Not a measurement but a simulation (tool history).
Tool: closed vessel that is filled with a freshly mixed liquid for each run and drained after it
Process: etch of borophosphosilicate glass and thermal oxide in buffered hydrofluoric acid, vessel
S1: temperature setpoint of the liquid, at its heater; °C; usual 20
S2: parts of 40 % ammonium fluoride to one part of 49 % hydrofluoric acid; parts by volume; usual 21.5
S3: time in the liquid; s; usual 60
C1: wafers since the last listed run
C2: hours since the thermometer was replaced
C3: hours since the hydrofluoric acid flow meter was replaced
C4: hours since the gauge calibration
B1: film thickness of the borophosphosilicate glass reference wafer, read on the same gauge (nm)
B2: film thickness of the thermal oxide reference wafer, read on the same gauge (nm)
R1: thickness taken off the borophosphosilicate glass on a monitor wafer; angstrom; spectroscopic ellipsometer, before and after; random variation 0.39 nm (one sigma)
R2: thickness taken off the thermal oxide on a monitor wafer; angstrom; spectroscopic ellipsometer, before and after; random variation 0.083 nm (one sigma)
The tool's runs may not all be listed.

run,day,S1,S2,S3,C1,C2,C3,C4,B1,B2,R1,R2
1,0,20,21.5,60,0,2494.8,1142.6,2062.3,80.03,129.99,510.3,287.6
2,2.421,20,21.5,60,7549,2552.9,1200.7,2120.4,80.03,130.01,512.6,289.4
3,3.683,23,21.5,60,3937,2583.2,1231,2150.7,79.96,130.01,607,341.4
4,4.912,23,21.5,60,3833,2612.7,1260.5,2180.2,79.97,129.99,592.9,340.4
# day 11.471: thermometer replaced
# day 12.612: gauge calibrated
5,13.279,23,21.5,60,25962,43.4,1461.3,16,79.98,129.98,531.5,300.2
6,14.638,19,21.5,60,4236,76,1493.9,48.6,80.01,130.01,429.6,242.1
7,17.638,19,21.5,60,9355,148,1565.9,120.6,80.02,130.02,431.6,240.5
8,18.962,20,21.5,60,4132,179.8,1597.7,152.4,79.99,129.98,460.4,256.5
9,19.979,20,27,60,3170,204.2,1622.1,176.8,79.98,129.99,390,218.3
# day 20.996: hydrofluoric acid flow meter replaced
10,21.892,17,14.5,40,5834,250.1,21.5,222.7,79.98,130.03,367.6,208.7
11,24.767,20,24,60,8965,319.1,90.5,291.7,80.02,129.98,423.3,239.1
12,27.296,24.5,19,35,7887,379.8,151.2,352.4,80,130.01,382.5,214.5
13,30.146,20,21.5,60,8888,448.2,219.6,420.8,80,130.01,458.5,260.6
14,31.525,17,25,85,4301,481.3,252.7,453.9,80,130.01,496.8,279.4
15,32.796,20,21.5,70,3963,511.8,283.2,484.4,79.99,129.99,546.9,303.9
16,35.738,20,21.5,60,9173,582.4,353.8,555,79.98,130,468.7,261.1
17,38.154,20,27,60,7536,640.4,411.8,613,79.99,129.98,399.4,223
18,39.158,20,21.5,60,3131,664.5,435.9,637.1,80.01,130.02,468.3,262.4
19,40.571,20,21.5,60,4405,698.4,469.8,671,80.03,130.03,459.2,262.4
20,41.758,20,21.5,75,3703,726.9,498.3,699.5,80,129.99,580.1,328.4
21,44.558,22.5,21.5,30,8732,794.1,565.5,766.7,80.01,129.95,265.9,151.1
22,45.567,17,29.5,30,3144,818.3,589.7,790.9,80,129.99,157.8,89.6
23,47.938,17,28,50,7393,875.2,646.6,847.8,80.01,130.01,278.2,154.8
24,50.9,24.5,16,60,9238,946.3,717.7,918.9,80.01,129.99,778.1,444.8

What the log doesn't show, run by run:
hydrofluoric acid flow below the setpoint (%): 0 in every run
gauge reads high (%): 0 in every run
H1: liquid hotter than its thermometer reads (K)
run,H1
1,2.35
2,2.4
3,2.42
4,2.45
5,0.0725
6,0.101
7,0.165
8,0.193
9,0.215
10,0.256
11,0.317
12,0.371
13,0.431
14,0.461
15,0.488
16,0.55
17,0.602
18,0.623
19,0.653
20,0.679
21,0.738
22,0.76
23,0.81
24,0.873

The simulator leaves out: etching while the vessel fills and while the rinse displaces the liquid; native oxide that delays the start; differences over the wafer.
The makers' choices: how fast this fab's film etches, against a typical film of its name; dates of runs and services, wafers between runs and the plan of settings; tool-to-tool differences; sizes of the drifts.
